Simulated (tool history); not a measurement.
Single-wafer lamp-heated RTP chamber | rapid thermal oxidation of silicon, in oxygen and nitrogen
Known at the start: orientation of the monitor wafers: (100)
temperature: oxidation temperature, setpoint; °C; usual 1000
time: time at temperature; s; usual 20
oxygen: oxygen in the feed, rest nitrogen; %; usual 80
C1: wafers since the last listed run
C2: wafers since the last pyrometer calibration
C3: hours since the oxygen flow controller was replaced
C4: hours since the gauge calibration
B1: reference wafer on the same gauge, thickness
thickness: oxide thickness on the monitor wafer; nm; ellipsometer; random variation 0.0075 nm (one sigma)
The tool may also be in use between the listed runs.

Run 1, hour 0: usual settings; C1 0; C2 6161; C3 2694; C4 167.2; B1 3.559. Result: thickness 3.879 nm.
Run 2, hour 17: usual settings; C1 167; C2 6328; C3 2711; C4 184.2; B1 3.559. Result: thickness 3.87 nm.
Run 3, hour 25.7: usual settings; C1 85; C2 6414; C3 2719.7; C4 192.9; B1 3.56. Result: thickness 3.877 nm.
Run 4, hour 32.8: usual settings; C1 69; C2 6484; C3 2726.8; C4 200; B1 3.561. Result: thickness 3.87 nm.
Run 5, hour 49.1: usual settings; C1 160; C2 6644; C3 2743.1; C4 216.3; B1 3.561. Result: thickness 3.882 nm.
Run 6, hour 58.9: usual settings but oxygen 60 %; C1 96; C2 6741; C3 2752.9; C4 226.1; B1 3.56. Result: thickness 3.585 nm.
Run 7, hour 66: usual settings but time 23 s; C1 69; C2 6811; C3 2760; C4 233.2; B1 3.56. Result: thickness 4.099 nm.
Run 8, hour 73.3: usual settings but time 23 s; C1 71; C2 6883; C3 2767.3; C4 240.5; B1 3.56. Result: thickness 4.11 nm.
Run 9, hour 88.9: usual settings but time 23 s; C1 153; C2 7036; C3 2782.9; C4 256.1; B1 3.56. Result: thickness 4.096 nm.
At hour 89.5: gauge calibrated.
Run 10, hour 99.3: usual settings but temperature 984 °C; C1 102; C2 7139; C3 2793.3; C4 9.8; B1 3.561. Result: thickness 3.51 nm.
Run 11, hour 110.7: usual settings; C1 112; C2 7251; C3 2804.7; C4 21.2; B1 3.56. Result: thickness 3.88 nm.
Run 12, hour 124.5: usual settings; C1 135; C2 7387; C3 2818.5; C4 35; B1 3.56. Result: thickness 3.874 nm.
At hour 138.9: pyrometer window cleaned and pyrometer calibrated.
Run 13, hour 139.8: usual settings but temperature 1014 °C, time 14 s; C1 71; C2 8; C3 2833.8; C4 50.3; B1 3.559. Result: thickness 3.583 nm.
At hour 151.5: oxygen flow controller replaced.
Run 14, hour 152: usual settings but temperature 1014 °C, time 14 s; C1 41; C2 50; C3 0.5; C4 62.5; B1 3.561. Result: thickness 3.595 nm.
Run 15, hour 162.7: usual settings but time 16 s, oxygen 66 %; C1 105; C2 155; C3 11.2; C4 73.2; B1 3.559. Result: thickness 3.284 nm.
Run 16, hour 176.8: usual settings; C1 138; C2 294; C3 25.3; C4 87.3; B1 3.561. Result: thickness 3.767 nm.
Run 17, hour 190.1: usual settings but time 24 s, oxygen 91 %; C1 131; C2 425; C3 38.6; C4 100.6; B1 3.56. Result: thickness 4.194 nm.
Run 18, hour 206.2: usual settings but temperature 978 °C, time 17 s; C1 158; C2 584; C3 54.7; C4 116.7; B1 3.559. Result: thickness 3.135 nm.
Run 19, hour 219.2: usual settings but temperature 972 °C, time 28 s; C1 128; C2 712; C3 67.7; C4 129.7; B1 3.56. Result: thickness 3.588 nm.
Run 20, hour 226.7: usual settings but temperature 1021 °C, time 30 s; C1 73; C2 786; C3 75.2; C4 137.2; B1 3.56. Result: thickness 5.088 nm.
Run 21, hour 239.9: usual settings but temperature 986 °C, time 27 s, oxygen 54 %; C1 130; C2 916; C3 88.4; C4 150.4; B1 3.559. Result: thickness 3.457 nm.
Run 22, hour 246.6: usual settings but temperature 977 °C; C1 66; C2 982; C3 95.1; C4 157.1; B1 3.56. Result: thickness 3.297 nm.
Run 23, hour 260.9: usual settings but temperature 988 °C, oxygen 98 %; C1 140; C2 1123; C3 109.4; C4 171.4; B1 3.559. Result: thickness 3.737 nm.
Run 24, hour 274.5: usual settings but temperature 990 °C, time 23 s; C1 134; C2 1257; C3 123; C4 185; B1 3.559. Result: thickness 3.751 nm.
At hour 299: gauge calibrated.
Run 25, hour 328: usual settings but temperature 1014 °C, time 14 s; C1 527; C2 1784; C3 176.5; C4 29; B1 3.559. Result: thickness 3.662 nm.
Run 26, hour 343.4: usual settings but temperature 983 °C; C1 151; C2 1936; C3 191.9; C4 44.4; B1 3.561. Result: thickness 3.442 nm.
Run 27, hour 356: usual settings; C1 124; C2 2060; C3 204.5; C4 57; B1 3.559. Result: thickness 3.817 nm.
Run 28, hour 367.7: usual settings but temperature 1024 °C, time 28 s, oxygen 98 %; C1 115; C2 2175; C3 216.2; C4 68.7; B1 3.561. Result: thickness 5.461 nm.
Run 29, hour 375.2: usual settings but temperature 1014 °C, time 27 s, oxygen 53 %; C1 73; C2 2249; C3 223.7; C4 76.2; B1 3.559. Result: thickness 4.126 nm.

Below, each run's measurement less what the same run would have read without the hidden state. Both values contain the same run-to-run variation, but the gauge's scatter may not be the same in both:
The hidden state here: true wafer temperature minus pyrometer reading, K; deviation of the oxygen flow from its setpoint, %; gauge reads high (%).
run  thickness
  1     +0.153
  2     +0.154
  3     +0.154
  4     +0.154
  5     +0.155
  6     +0.133
  7     +0.169
  8      +0.17
  9      +0.17
 10     +0.133
 11     +0.156
 12     +0.157
 13     +0.011
 14     +0.017
 15     +0.019
 16     +0.031
 17     +0.044
 18     +0.031
 19     +0.046
 20     +0.076
 21     +0.047
 22     +0.046
 23     +0.063
 24     +0.067
 25     +0.077
 26     +0.072
 27     +0.089
 28     +0.145
 29     +0.102
